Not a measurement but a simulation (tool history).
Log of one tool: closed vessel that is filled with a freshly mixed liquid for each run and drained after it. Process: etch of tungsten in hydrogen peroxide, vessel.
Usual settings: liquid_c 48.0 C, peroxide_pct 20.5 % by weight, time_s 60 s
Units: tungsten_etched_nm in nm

run,hour,liquid_c,peroxide_pct,time_s,wafers since the last listed run,hours since the thermometer was replaced,hours since the peroxide flow meter was replaced,hours since the drum of peroxide was connected,hours since the gauge calibration,"read-back film thickness of the tungsten reference wafer, read on the same gauge (nm)",tungsten_etched_nm
1,0.0,48.0,20.5,60,0,2309.9,2213.8,912.8,949.4,155.71,62.52
2,25.6,48.0,20.5,60,3801,2335.5,2239.4,938.4,975.0,155.74,61.70
3,50.7,48.0,20.5,60,3727,2360.6,2264.5,963.5,1000.1,155.77,62.37
4,80.1,48.0,20.5,60,4365,2390.0,2293.9,992.9,1029.5,155.80,62.35
# hour 93.8: peroxide flow meter replaced
5,106.2,48.0,20.5,60,3727,2416.1,12.4,1019.0,1055.6,155.79,63.59
6,142.0,48.0,20.5,60,5315,2451.9,48.2,1054.8,1091.4,155.80,62.52
7,161.0,48.0,20.5,60,2821,2470.9,67.2,1073.8,1110.4,155.89,63.62
8,186.4,48.0,20.5,60,3771,2496.3,92.6,1099.2,1135.8,155.91,63.89
# hour 188.0: thermometer replaced
9,220.2,48.0,20.5,60,4870,32.2,126.4,1133.0,1169.6,155.86,62.81
10,242.8,48.0,20.5,60,3355,54.8,149.0,1155.6,1192.2,155.97,62.78
# hour 267.1: gauge calibrated
11,275.2,48.0,20.5,60,4810,87.2,181.4,1188.0,8.1,150.65,61.41
12,290.8,48.0,20.5,60,2316,102.8,197.0,1203.6,23.7,150.95,61.16
13,322.2,48.0,20.5,60,4662,134.2,228.4,1235.0,55.1,151.39,61.22
14,354.6,48.0,24.0,75,4810,166.6,260.8,1267.4,87.5,151.79,83.56
15,386.1,54.0,17.5,45,4677,198.1,292.3,1298.9,119.0,152.19,60.75
# hour 406.3: new drum of peroxide connected
16,419.6,54.0,17.5,45,4825,231.6,325.8,13.3,152.5,152.55,61.04
17,454.8,48.0,20.5,60,5226,266.8,361.0,48.5,187.7,152.89,61.39
18,483.4,48.0,20.5,60,4246,295.4,389.6,77.1,216.3,153.14,61.55
19,497.6,56.5,22.0,60,2108,309.6,403.8,91.3,230.5,153.25,106.16
20,531.2,57.5,18.0,45,4989,343.2,437.4,124.9,264.1,153.55,77.72
21,553.4,48.0,20.5,60,3296,365.4,459.6,147.1,286.3,153.69,62.37
22,567.9,41.0,15.0,35,2153,379.9,474.1,161.6,300.8,153.84,19.77
23,603.5,44.5,20.5,40,5286,415.5,509.7,197.2,336.4,154.06,33.57
24,631.1,48.0,20.5,80,4098,443.1,537.3,224.8,364.0,154.21,83.77
25,654.3,48.0,20.5,40,3444,466.3,560.5,248.0,387.2,154.43,41.94
26,675.2,48.0,25.0,60,3103,487.2,581.4,268.9,408.1,154.48,68.47
27,710.7,42.5,18.5,75,5271,522.7,616.9,304.4,443.6,154.72,53.11

Run 28 comes next. What will it give?
28,734.1,48.0,20.5,60,3474,546.1,640.3,327.8,467.0,?,?

Run 28 gave read-back film thickness of the tungsten reference wafer, read on the same gauge (nm) 154.79, tungsten_etched_nm 63.73 nm.
Without the tool's hidden state the same run would have given tungsten_etched_nm 61.76 nm.
